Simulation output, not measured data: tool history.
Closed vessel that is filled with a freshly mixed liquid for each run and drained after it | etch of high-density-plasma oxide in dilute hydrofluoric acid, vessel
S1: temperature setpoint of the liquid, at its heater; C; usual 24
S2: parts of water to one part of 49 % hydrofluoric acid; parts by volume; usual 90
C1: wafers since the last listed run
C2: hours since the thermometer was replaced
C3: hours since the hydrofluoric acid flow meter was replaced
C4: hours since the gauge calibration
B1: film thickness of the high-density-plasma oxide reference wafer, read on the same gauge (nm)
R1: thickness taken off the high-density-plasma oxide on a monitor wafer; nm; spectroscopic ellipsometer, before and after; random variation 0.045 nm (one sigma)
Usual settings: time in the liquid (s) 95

Run 1, hour 0: usual settings but time in the liquid (s) 70; C1 0; C2 1908.2; C3 276.7; C4 572.9; B1 39.97. Result: R1 4.91 nm.
Run 2, hour 26.4: usual settings but S1 22.5 C, time in the liquid (s) 55; C1 2030; C2 1934.6; C3 303.1; C4 599.3; B1 40.01. Result: R1 3.61 nm.
Run 3, hour 40.9: usual settings but S1 22.5 C, time in the liquid (s) 55; C1 1115; C2 1949.1; C3 317.6; C4 613.8; B1 40.01. Result: R1 3.59 nm.
Run 4, hour 64.2: usual settings but S1 22.5 C, time in the liquid (s) 55; C1 1791; C2 1972.4; C3 340.9; C4 637.1; B1 40.02. Result: R1 3.64 nm.
Run 5, hour 79.5: usual settings; C1 1176; C2 1987.7; C3 356.2; C4 652.4; B1 40. Result: R1 6.56 nm.
Run 6, hour 104: usual settings; C1 1884; C2 2012.2; C3 380.7; C4 676.9; B1 40. Result: R1 6.56 nm.
Run 7, hour 138.6: usual settings; C1 2660; C2 2046.8; C3 415.3; C4 711.5; B1 40. Result: R1 6.59 nm.
Run 8, hour 151.2: usual settings but S2 55 parts by volume; C1 968; C2 2059.4; C3 427.9; C4 724.1; B1 39.98. Result: R1 11.23 nm.
Run 9, hour 183.9: usual settings; C1 2514; C2 2092.1; C3 460.6; C4 756.8; B1 40.03. Result: R1 6.53 nm.
Run 10, hour 218.4: usual settings; C1 2653; C2 2126.6; C3 495.1; C4 791.3; B1 40.01. Result: R1 6.53 nm.
Run 11, hour 239.7: usual settings; C1 1637; C2 2147.9; C3 516.4; C4 812.6; B1 39.99. Result: R1 6.55 nm.
At hour 255.5: hydrofluoric acid flow meter replaced.
Run 12, hour 262.8: usual settings; C1 1699; C2 2171; C3 7.3; C4 835.7; B1 40.01. Result: R1 6.6 nm.
Run 13, hour 292.3: usual settings; C1 2268; C2 2200.5; C3 36.8; C4 865.2; B1 40. Result: R1 6.54 nm.
Run 14, hour 307.5: usual settings but S1 26.5 C, time in the liquid (s) 45; C1 1168; C2 2215.7; C3 52; C4 880.4; B1 40.01. Result: R1 3.39 nm.
Run 15, hour 322: usual settings but S1 28.5 C, S2 110 parts by volume, time in the liquid (s) 125; C1 1115; C2 2230.2; C3 66.5; C4 894.9; B1 40. Result: R1 8.24 nm.
Run 16, hour 340.9: usual settings but S2 100 parts by volume; C1 1453; C2 2249.1; C3 85.4; C4 913.8; B1 40. Result: R1 5.77 nm.
Run 17, hour 371.2: usual settings; C1 2330; C2 2279.4; C3 115.7; C4 944.1; B1 40.01. Result: R1 6.5 nm.
Run 18, hour 393.7: usual settings but S1 27 C, S2 75 parts by volume, time in the liquid (s) 135; C1 1730; C2 2301.9; C3 138.2; C4 966.6; B1 40.02. Result: R1 12.78 nm.
Run 19, hour 409.6: usual settings but S1 20 C; C1 1222; C2 2317.8; C3 154.1; C4 982.5; B1 40. Result: R1 5.56 nm.
Run 20, hour 442.3: usual settings but time in the liquid (s) 55; C1 2514; C2 2350.5; C3 186.8; C4 1015.2; B1 39.99. Result: R1 3.77 nm.
At hour 459.4: thermometer replaced.
Run 21, hour 477: usual settings but S1 26.5 C, S2 105 parts by volume; C1 2591; C2 17.6; C3 221.5; C4 1049.9; B1 40.01. Result: R1 5.73 nm.
Run 22, hour 493: usual settings but S1 29 C; C1 1230; C2 33.6; C3 237.5; C4 1065.9; B1 39.99. Result: R1 7.48 nm.
At hour 493.4: gauge calibrated.
Run 23, hour 507.1: usual settings; C1 1084; C2 47.7; C3 251.6; C4 13.7; B1 40. Result: R1 6.16 nm.
Run 24, hour 526.4: usual settings but S1 21 C; C1 1484; C2 67; C3 270.9; C4 33; B1 39.99. Result: R1 5.44 nm.
Run 25, hour 554.5: usual settings; C1 2160; C2 95.1; C3 299; C4 61.1; B1 40.01. Result: R1 6.14 nm.
Run 26, hour 589.4: usual settings but S1 20.5 C, S2 60 parts by volume; C1 2683; C2 130; C3 333.9; C4 96; B1 40. Result: R1 8.19 nm.
Run 27, hour 605.3: usual settings but S2 55 parts by volume; C1 1222; C2 145.9; C3 349.8; C4 111.9; B1 39.97. Result: R1 10.43 nm.
Run 28, hour 621.3: usual settings but S1 21 C, time in the liquid (s) 120; C1 1230; C2 161.9; C3 365.8; C4 127.9; B1 40. Result: R1 6.75 nm.
Run 29, hour 651.1: usual settings but S1 28 C, S2 105 parts by volume, time in the liquid (s) 115; C1 2291; C2 191.7; C3 395.6; C4 157.7; B1 39.99. Result: R1 7.41 nm.
At hour 663.5: thermometer replaced, repeated, since the last time left the tool worse.
Run 30, hour 677.4: usual settings; C1 1945; C2 13.9; C3 421.9; C4 184; B1 40. Result: R1 6.86 nm.
Run 31, hour 693.3: usual settings but S2 60 parts by volume, time in the liquid (s) 50; C1 1222; C2 29.8; C3 437.8; C4 199.9; B1 40. Result: R1 5.64 nm.
Run 32, hour 711.8: usual settings but S1 22.5 C, S2 75 parts by volume, time in the liquid (s) 115; C1 1422; C2 48.3; C3 456.3; C4 218.4; B1 40. Result: R1 9.6 nm.
Run 33, hour 727.8: usual settings but S1 20 C, time in the liquid (s) 70; C1 1230; C2 64.3; C3 472.3; C4 234.4; B1 40.01. Result: R1 4.36 nm.

Hidden state or all else? Some run-to-run changes of R1, split into what the settings, what came in and random variation would give without the hidden state, and what is left for the hidden state (with any gauge scatter that isn't in both results):
The hidden state here: liquid colder than its thermometer reads (K); hydrofluoric acid flow below the setpoint (%); gauge reads high (%).
Run 17 -> 18: S1 24 -> 27, S2 90 -> 75, time in the liquid (s) 95 -> 135. R1 +6.28 nm: hidden state -0.42, all else +6.7.
Run 18 -> 19: S1 27 -> 20, S2 75 -> 90, time in the liquid (s) 135 -> 95. R1 -7.22 nm: hidden state +0.46, all else -7.68.
Run 20 -> 21: S1 24 -> 26.5, S2 90 -> 105, time in the liquid (s) 55 -> 95, thermometer replaced. R1 +1.96 nm: hidden state -0.48, all else +2.44.
Run 27 -> 28: S1 24 -> 21, S2 55 -> 90, time in the liquid (s) 95 -> 120. R1 -3.68 nm: hidden state +0.51, all else -4.19.
Run 29 -> 30: S1 28 -> 24, S2 105 -> 90, time in the liquid (s) 115 -> 95, thermometer replaced, repeated, since the last time left the tool worse. R1 -0.55 nm: hidden state +0.92, all else -1.47.
Run 32 -> 33: S1 22.5 -> 20, S2 75 -> 90, time in the liquid (s) 115 -> 70. R1 -5.24 nm: hidden state +0.06, all else -5.3.
